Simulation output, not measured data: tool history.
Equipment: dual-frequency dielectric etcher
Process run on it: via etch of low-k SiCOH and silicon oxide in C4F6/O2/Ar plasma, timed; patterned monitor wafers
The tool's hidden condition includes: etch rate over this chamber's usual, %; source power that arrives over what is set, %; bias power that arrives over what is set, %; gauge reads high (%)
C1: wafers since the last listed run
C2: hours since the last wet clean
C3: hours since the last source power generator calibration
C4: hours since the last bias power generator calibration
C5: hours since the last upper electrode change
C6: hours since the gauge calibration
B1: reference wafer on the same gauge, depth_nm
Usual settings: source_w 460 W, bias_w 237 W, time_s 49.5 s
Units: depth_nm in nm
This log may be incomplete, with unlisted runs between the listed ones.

{"run": 1, "hour": 0.0, "source_w": 460, "bias_w": 237, "time_s": 49.5, "C1": 0, "C2": 288.7, "C3": 1944.5, "C4": 2440.4, "C5": 4214.1, "C6": 465.4, "B1": 148.1, "depth_nm": 147.1}
{"run": 2, "hour": 35.6, "source_w": 460, "bias_w": 237, "time_s": 49.5, "C1": 494, "C2": 324.3, "C3": 1980.1, "C4": 2476.0, "C5": 4249.7, "C6": 501.0, "B1": 148.0, "depth_nm": 147.5}
{"hour": 88.2, "done": "wet clean of the chamber"}
{"run": 3, "hour": 88.7, "source_w": 460, "bias_w": 237, "time_s": 49.5, "C1": 404, "C2": 0.5, "C3": 2033.2, "C4": 2529.1, "C5": 4302.8, "C6": 554.1, "B1": 148.3, "depth_nm": 143.9}
{"run": 4, "hour": 89.0, "source_w": 460, "bias_w": 237, "time_s": 49.5, "C1": 4, "C2": 0.8, "C3": 2033.5, "C4": 2529.4, "C5": 4303.1, "C6": 554.4, "B1": 148.2, "depth_nm": 142.1}
{"run": 5, "hour": 101.4, "source_w": 500, "bias_w": 237, "time_s": 49.5, "C1": 172, "C2": 13.2, "C3": 2045.9, "C4": 2541.8, "C5": 4315.5, "C6": 566.8, "B1": 148.1, "depth_nm": 148.1}
{"run": 6, "hour": 126.5, "source_w": 340, "bias_w": 237, "time_s": 49.5, "C1": 348, "C2": 38.3, "C3": 2071.0, "C4": 2566.9, "C5": 4340.6, "C6": 591.9, "B1": 147.8, "depth_nm": 126.5}
{"hour": 156.5, "done": "upper electrode replaced"}
{"run": 7, "hour": 157.0, "source_w": 460, "bias_w": 271, "time_s": 56.5, "C1": 90, "C2": 68.8, "C3": 2101.5, "C4": 2597.4, "C5": 0.5, "C6": 622.4, "B1": 147.8, "depth_nm": 170.7}
{"run": 8, "hour": 171.5, "source_w": 460, "bias_w": 237, "time_s": 49.5, "C1": 201, "C2": 83.3, "C3": 2116.0, "C4": 2611.9, "C5": 15.0, "C6": 636.9, "B1": 147.7, "depth_nm": 140.8}
{"run": 9, "hour": 194.7, "source_w": 460, "bias_w": 237, "time_s": 49.5, "C1": 322, "C2": 106.5, "C3": 2139.2, "C4": 2635.1, "C5": 38.2, "C6": 660.1, "B1": 148.1, "depth_nm": 140.8}
{"run": 10, "hour": 215.6, "source_w": 460, "bias_w": 185, "time_s": 63.0, "C1": 290, "C2": 127.4, "C3": 2160.1, "C4": 2656.0, "C5": 59.1, "C6": 681.0, "B1": 148.0, "depth_nm": 164.0}
{"hour": 225.2, "done": "source power generator calibrated"}
{"run": 11, "hour": 242.5, "source_w": 350, "bias_w": 294, "time_s": 49.5, "C1": 318, "C2": 154.3, "C3": 17.3, "C4": 2682.9, "C5": 86.0, "C6": 707.9, "B1": 147.9, "depth_nm": 139.4}
{"run": 12, "hour": 256.1, "source_w": 460, "bias_w": 237, "time_s": 49.5, "C1": 188, "C2": 167.9, "C3": 30.9, "C4": 2696.5, "C5": 99.6, "C6": 721.5, "B1": 147.9, "depth_nm": 141.2}
{"run": 13, "hour": 286.9, "source_w": 460, "bias_w": 237, "time_s": 59.0, "C1": 427, "C2": 198.7, "C3": 61.7, "C4": 2727.3, "C5": 130.4, "C6": 752.3, "B1": 148.3, "depth_nm": 166.7}
{"run": 14, "hour": 312.3, "source_w": 460, "bias_w": 182, "time_s": 44.5, "C1": 352, "C2": 224.1, "C3": 87.1, "C4": 2752.7, "C5": 155.8, "C6": 777.7, "B1": 147.7, "depth_nm": 114.2}
{"hour": 342.4, "done": "bias power generator calibrated"}
{"hour": 349.7, "done": "wet clean of the chamber, repeated, since the last time left the tool worse"}
{"run": 15, "hour": 350.2, "source_w": 410, "bias_w": 237, "time_s": 64.5, "C1": 370, "C2": 0.5, "C3": 125.0, "C4": 7.8, "C5": 193.7, "C6": 815.6, "B1": 147.8, "depth_nm": 185.7}
{"run": 16, "hour": 355.5, "source_w": 360, "bias_w": 296, "time_s": 49.5, "C1": 73, "C2": 5.8, "C3": 130.3, "C4": 13.1, "C5": 199.0, "C6": 820.9, "B1": 148.2, "depth_nm": 147.9}
{"hour": 365.6, "done": "gauge calibrated"}
{"run": 17, "hour": 372.1, "source_w": 460, "bias_w": 237, "time_s": 44.0, "C1": 230, "C2": 22.4, "C3": 146.9, "C4": 29.7, "C5": 215.6, "C6": 6.5, "B1": 147.9, "depth_nm": 134.0}
{"run": 18, "hour": 395.4, "source_w": 570, "bias_w": 237, "time_s": 49.5, "C1": 323, "C2": 45.7, "C3": 170.2, "C4": 53.0, "C5": 238.9, "C6": 29.8, "B1": 147.7, "depth_nm": 163.1}
{"run": 19, "hour": 416.3, "source_w": 460, "bias_w": 292, "time_s": 49.5, "C1": 290, "C2": 66.6, "C3": 191.1, "C4": 73.9, "C5": 259.8, "C6": 50.7, "B1": 147.7, "depth_nm": 162.5}
{"run": 20, "hour": 428.4, "source_w": 460, "bias_w": 292, "time_s": 49.5, "C1": 168, "C2": 78.7, "C3": 203.2, "C4": 86.0, "C5": 271.9, "C6": 62.8, "B1": 147.8, "depth_nm": 162.1}
{"run": 21, "hour": 454.1, "source_w": 460, "bias_w": 237, "time_s": 38.0, "C1": 357, "C2": 104.4, "C3": 228.9, "C4": 111.7, "C5": 297.6, "C6": 88.5, "B1": 148.2, "depth_nm": 115.3}
{"run": 22, "hour": 486.1, "source_w": 460, "bias_w": 292, "time_s": 49.5, "C1": 444, "C2": 136.4, "C3": 260.9, "C4": 143.7, "C5": 329.6, "C6": 120.5, "B1": 147.7, "depth_nm": 161.4}
{"run": 23, "hour": 519.3, "source_w": 370, "bias_w": 192, "time_s": 45.5, "C1": 461, "C2": 169.6, "C3": 294.1, "C4": 176.9, "C5": 362.8, "C6": 153.7, "B1": 148.1, "depth_nm": 115.5}
{"run": 24, "hour": 554.4, "source_w": 420, "bias_w": 292, "time_s": 43.5, "C1": 487, "C2": 204.7, "C3": 329.2, "C4": 212.0, "C5": 397.9, "C6": 188.8, "B1": 148.1, "depth_nm": 136.1}
{"run": 25, "hour": 589.4, "source_w": 360, "bias_w": 261, "time_s": 41.5, "C1": 486, "C2": 239.7, "C3": 364.2, "C4": 247.0, "C5": 432.9, "C6": 223.8, "B1": 147.9, "depth_nm": 118.1}
{"run": 26, "hour": 624.1, "source_w": 550, "bias_w": 194, "time_s": 40.5, "C1": 482, "C2": 274.4, "C3": 398.9, "C4": 281.7, "C5": 467.6, "C6": 258.5, "B1": 147.9, "depth_nm": 121.2}
{"run": 27, "hour": 654.2, "source_w": 530, "bias_w": 215, "time_s": 42.0, "C1": 418, "C2": 304.5, "C3": 429.0, "C4": 311.8, "C5": 497.7, "C6": 288.6, "B1": 147.5, "depth_nm": 127.5}
{"run": 28, "hour": 679.4, "source_w": 560, "bias_w": 266, "time_s": 44.5, "C1": 350, "C2": 329.7, "C3": 454.2, "C4": 337.0, "C5": 522.9, "C6": 313.8, "B1": 148.3, "depth_nm": 148.4}
{"hour": 706.5, "done": "wet clean of the chamber"}
{"run": 29, "hour": 709.5, "source_w": 460, "bias_w": 237, "time_s": 43.0, "C1": 84, "C2": 3.0, "C3": 484.3, "C4": 367.1, "C5": 553.0, "C6": 343.9, "B1": 147.9, "depth_nm": 132.0}

4 options for the next run, each taken on its own from the tool as it stands now. Forecast them:
{"run": "A", "hour": 709.9, "source_w": 390, "bias_w": 237, "time_s": 49.5, "C1": 5, "C2": 3.4, "C3": 484.7, "C4": 367.5, "C5": 553.4, "C6": 344.3, "B1": "?", "depth_nm": "?"}
{"run": "B", "hour": 709.9, "source_w": 460, "bias_w": 278, "time_s": 49.5, "C1": 5, "C2": 3.4, "C3": 484.7, "C4": 367.5, "C5": 553.4, "C6": 344.3, "B1": "?", "depth_nm": "?"}
{"run": "C", "hour": 709.9, "source_w": 510, "bias_w": 237, "time_s": 45.5, "C1": 5, "C2": 3.4, "C3": 484.7, "C4": 367.5, "C5": 553.4, "C6": 344.3, "B1": "?", "depth_nm": "?"}
{"run": "D", "hour": 709.9, "source_w": 460, "bias_w": 268, "time_s": 40.5, "C1": 5, "C2": 3.4, "C3": 484.7, "C4": 367.5, "C5": 553.4, "C6": 344.3, "B1": "?", "depth_nm": "?"}

run=A B1=147.9 depth_nm=142.2
run=B B1=147.9 depth_nm=161.2
run=C B1=147.9 depth_nm=145.2
run=D B1=147.9 depth_nm=130.1
With no hidden state in the tool, these same runs would have given:
run=A depth_nm=141.4
run=B depth_nm=160.3
run=C depth_nm=144.4
run=D depth_nm=129.4
